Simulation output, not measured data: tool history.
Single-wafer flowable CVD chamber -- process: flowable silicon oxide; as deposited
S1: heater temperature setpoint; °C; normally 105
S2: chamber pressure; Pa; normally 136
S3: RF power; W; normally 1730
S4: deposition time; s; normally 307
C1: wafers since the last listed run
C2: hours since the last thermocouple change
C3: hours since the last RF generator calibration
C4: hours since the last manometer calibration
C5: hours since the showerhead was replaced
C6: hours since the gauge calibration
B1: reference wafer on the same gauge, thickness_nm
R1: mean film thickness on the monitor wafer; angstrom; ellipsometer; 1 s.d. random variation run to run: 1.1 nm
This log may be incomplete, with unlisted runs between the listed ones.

run	day	S1	S2	S3	S4	C1	C2	C3	C4	C5	C6	B1	R1
1	0.000	105	136	1730	307	0	932.7	464.1	122.7	6390.5	1039.3	194.025	2090.41
2	1.500	105	136	1730	307	134	968.7	500.1	158.7	6426.5	1075.3	193.917	2101.42
3	3.479	105	136	1730	307	177	1016.2	547.6	206.2	6474.0	1122.8	194.260	2085.00
4	5.546	105	136	1730	307	185	1065.8	597.2	255.8	6523.6	1172.4	194.051	2098.21
5	7.012	105	136	1730	307	131	1101.0	632.4	291.0	6558.8	1207.6	194.178	2086.32
6	8.558	105	136	1730	260	138	1138.1	669.5	328.1	6595.9	1244.7	193.980	1775.11
7	10.788	105	136	1730	260	199	1191.6	723.0	381.6	6649.4	1298.2	193.756	1761.45
8	18.271	105	136	1730	260	671	1371.2	902.6	561.2	6829.0	1477.8	193.905	1740.90
9	19.612	105	136	1730	307	120	1403.4	934.8	593.4	6861.2	1510.0	194.056	2052.37
# day 19.704: gauge calibrated
10	22.392	105	136	1730	307	249	1470.1	1001.5	660.1	6927.9	64.5	194.092	2062.73
11	23.642	105	147	1920	307	112	1500.1	1031.5	690.1	6957.9	94.5	193.896	2253.45
12	25.742	105	136	1730	307	188	1550.5	1081.9	740.5	7008.3	144.9	194.091	2043.51
13	27.846	105	136	1730	307	188	1601.0	1132.4	791.0	7058.8	195.4	194.167	2058.96
# day 28.333: showerhead replaced
14	28.883	105	157	1730	307	63	1625.9	1157.3	815.9	13.2	220.3	194.028	2273.32

Run 15, settings as shown, results not yet in. Your forecast:
# day 29.550: RF generator calibrated
# day 29.575: thermocouple changed; heater temperature recalibrated
15	30.862	96	136	1730	353	145	30.9	31.5	863.4	60.7	267.8	?	?

{"run 15": {"B1": 193.804, "R1": 3408.87}}
Take away the tool's hidden state, keep the run-to-run variation as it was, and the same run would have given R1 3411.90 angstrom.
